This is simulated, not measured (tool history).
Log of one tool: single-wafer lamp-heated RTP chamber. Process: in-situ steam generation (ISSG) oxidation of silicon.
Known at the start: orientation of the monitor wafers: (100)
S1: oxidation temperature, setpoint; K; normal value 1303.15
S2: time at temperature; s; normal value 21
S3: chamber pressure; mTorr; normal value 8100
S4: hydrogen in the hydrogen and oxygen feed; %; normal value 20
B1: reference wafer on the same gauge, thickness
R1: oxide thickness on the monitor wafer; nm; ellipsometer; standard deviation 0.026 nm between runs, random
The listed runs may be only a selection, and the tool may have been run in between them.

run,day,S1,S2,S3,S4,B1,R1
1,0.000,1303.15,21,8100,25,6.315,6.528
2,0.633,1303.15,21,8100,26,6.322,6.629
# day 0.975: pressure gauge zeroed
3,1.054,1303.15,21,8100,26,6.320,6.631
4,1.483,1303.15,21,8100,26,6.315,6.720
5,1.946,1303.15,21,8100,20,6.324,6.304
6,2.633,1303.15,21,8100,20,6.323,6.282
7,4.750,1303.15,21,8100,20,6.317,6.417
8,5.062,1303.15,21,8100,20,6.323,6.371
9,5.425,1303.15,21,8100,20,6.319,6.374
# day 6.133: hydrogen flow controller replaced
10,6.154,1303.15,21,6900,20,6.324,6.400
11,6.392,1303.15,21,7500,29,6.320,7.039
12,6.771,1303.15,21,8100,20,6.317,6.399
13,7.162,1303.15,21,8100,20,6.321,6.406
14,7.546,1303.15,21,8100,20,6.320,6.415
15,8.083,1303.15,15,8100,23,6.318,5.592
# day 8.604: pyrometer window cleaned and pyrometer calibrated
16,8.625,1308.15,14,9200,20,6.319,4.998
17,9.154,1303.15,21,8100,20,6.320,6.088
# day 9.421: gauge calibrated
18,9.458,1303.15,24,7600,28,6.318,7.116
19,9.962,1308.15,28,8900,12,6.320,6.608
20,10.279,1286.15,15,8100,17,6.322,4.638
21,10.938,1293.15,25,8900,20,6.321,6.447
22,11.412,1286.15,18,8100,20,6.325,5.369
23,11.850,1303.15,21,8100,20,6.318,6.257
24,12.117,1312.15,27,8500,26,6.321,8.000

For run 25, what comes out?
25,12.679,1303.15,21,8100,20,?,?

Run 25 came out at B1 6.312, R1 6.311 nm.
With no hidden state in the tool, this same run would have given R1 6.055 nm.
